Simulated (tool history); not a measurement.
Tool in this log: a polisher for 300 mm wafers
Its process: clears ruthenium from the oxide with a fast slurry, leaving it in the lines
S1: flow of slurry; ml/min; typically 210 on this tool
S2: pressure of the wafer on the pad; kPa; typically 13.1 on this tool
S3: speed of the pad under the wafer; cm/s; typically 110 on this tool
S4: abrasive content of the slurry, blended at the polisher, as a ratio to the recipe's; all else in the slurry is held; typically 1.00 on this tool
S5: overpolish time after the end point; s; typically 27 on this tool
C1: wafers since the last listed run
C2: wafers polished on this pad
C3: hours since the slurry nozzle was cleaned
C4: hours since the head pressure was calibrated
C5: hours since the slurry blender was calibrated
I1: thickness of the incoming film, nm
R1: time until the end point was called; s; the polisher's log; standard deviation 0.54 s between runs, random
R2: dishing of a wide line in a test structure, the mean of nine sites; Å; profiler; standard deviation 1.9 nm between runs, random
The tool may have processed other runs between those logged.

| run | hour | S1 | S2 | S3 | S4 | S5 | C1 | C2 | C3 | C4 | C5 | I1 | R1 | R2 |
|---|---|---|---|---|---|---|---|---|---|---|---|---|---|---|
| 1 | 0.0 | 210 | 13.1 | 110 | 1.00 | 27 | 0 | 72 | 148.3 | 356.3 | 54.0 | 220.0 | 73.5 | 718 |
| 2 | 16.2 | 210 | 13.1 | 110 | 1.00 | 27 | 142 | 214 | 164.5 | 372.5 | 70.2 | 218.0 | 73.2 | 715 |
| 3 | 27.3 | 210 | 13.1 | 110 | 1.00 | 27 | 97 | 312 | 175.6 | 383.6 | 81.3 | 219.0 | 73.2 | 706 |
| 4 | 36.3 | 175 | 13.1 | 110 | 1.00 | 27 | 79 | 391 | 184.6 | 392.6 | 90.3 | 219.1 | 75.6 | 702 |
| 5 | 48.6 | 175 | 13.1 | 110 | 1.00 | 27 | 108 | 499 | 196.9 | 404.9 | 102.6 | 218.2 | 75.7 | 687 |
| 6 | 59.3 | 210 | 13.1 | 110 | 1.00 | 27 | 93 | 593 | 207.6 | 415.6 | 113.3 | 218.8 | 73.3 | 725 |
|  | 81.0 | slurry nozzle cleaned |
|  | 94.2 | slurry blender recalibrated |
|  | 101.5 | worn pad replaced by a new one |
| 7 | 107.2 | 210 | 13.1 | 110 | 1.00 | 27 | 359 | 50 | 26.2 | 463.5 | 13.0 | 223.6 | 75.6 | 715 |
| 8 | 118.2 | 210 | 13.1 | 110 | 1.00 | 27 | 96 | 146 | 37.2 | 474.5 | 24.0 | 218.9 | 73.8 | 709 |
| 9 | 124.6 | 210 | 13.1 | 110 | 1.00 | 27 | 56 | 203 | 43.6 | 480.9 | 30.4 | 215.8 | 72.1 | 715 |
| 10 | 131.3 | 210 | 13.1 | 110 | 1.00 | 27 | 58 | 261 | 50.3 | 487.6 | 37.1 | 218.1 | 72.2 | 720 |
| 11 | 140.8 | 210 | 17.9 | 78 | 0.80 | 35 | 83 | 345 | 59.8 | 497.1 | 46.6 | 222.9 | 84.6 | 814 |
| 12 | 150.6 | 210 | 13.1 | 110 | 1.00 | 27 | 86 | 431 | 69.6 | 506.9 | 56.4 | 215.6 | 72.1 | 751 |
| 13 | 158.7 | 265 | 17.9 | 110 | 1.00 | 27 | 71 | 502 | 77.7 | 515.0 | 64.5 | 224.5 | 53.6 | 941 |
| 14 | 166.7 | 145 | 9.0 | 110 | 1.00 | 17 | 70 | 572 | 85.7 | 523.0 | 72.5 | 220.0 | 115.5 | 323 |
|  | 174.3 | head pressure recalibrated |
| 15 | 184.2 | 210 | 13.1 | 110 | 1.00 | 27 | 136 | 708 | 103.2 | 9.9 | 90.0 | 220.0 | 65.0 | 783 |
| 16 | 198.3 | 190 | 13.1 | 120 | 1.00 | 15 | 123 | 832 | 117.3 | 24.0 | 104.1 | 220.5 | 61.9 | 532 |
| 17 | 206.3 | 210 | 15.9 | 100 | 1.20 | 43 | 70 | 903 | 125.3 | 32.0 | 112.1 | 221.2 | 55.9 | 1262 |
| 18 | 213.4 | 210 | 13.1 | 110 | 1.00 | 27 | 62 | 965 | 132.4 | 39.1 | 119.2 | 218.1 | 65.3 | 786 |
|  | 222.7 | slurry blender recalibrated |
| 19 | 229.9 | 165 | 13.1 | 84 | 1.00 | 27 | 127 | 1092 | 148.9 | 55.6 | 7.2 | 218.9 | 90.3 | 598 |
| 20 | 236.7 | 210 | 13.1 | 110 | 1.00 | 27 | 59 | 1152 | 155.7 | 62.4 | 14.0 | 219.0 | 67.5 | 742 |

Consider 4 possible next runs. They are alternatives, not a sequence: every one starts from the tool as it was left by run 20. What does each give?
| A | 237.2 | 210 | 11.0 | 110 | 1.00 | 27 | 4 | 1156 | 156.2 | 62.9 | 14.5 | 216.2 | ? | ? |
| B | 237.2 | 260 | 13.1 | 110 | 0.90 | 27 | 4 | 1156 | 156.2 | 62.9 | 14.5 | 216.2 | ? | ? |
| C | 237.2 | 210 | 15.2 | 110 | 0.75 | 27 | 4 | 1156 | 156.2 | 62.9 | 14.5 | 216.2 | ? | ? |
| D | 237.2 | 210 | 15.9 | 130 | 1.00 | 20 | 4 | 1156 | 156.2 | 62.9 | 14.5 | 216.2 | ? | ? |

| run | R1 | R2 |
|---|---|---|
| A | 77.6 | 692 |
| B | 66.7 | 784 |
| C | 64.4 | 806 |
| D | 45.7 | 834 |
With the hidden condition removed and each run's random variation left untouched, the same runs would have given:
| run | R1 | R2 |
|---|---|---|
| A | 74.6 | 715 |
| B | 64.1 | 809 |
| C | 61.9 | 832 |
| D | 43.9 | 861 |
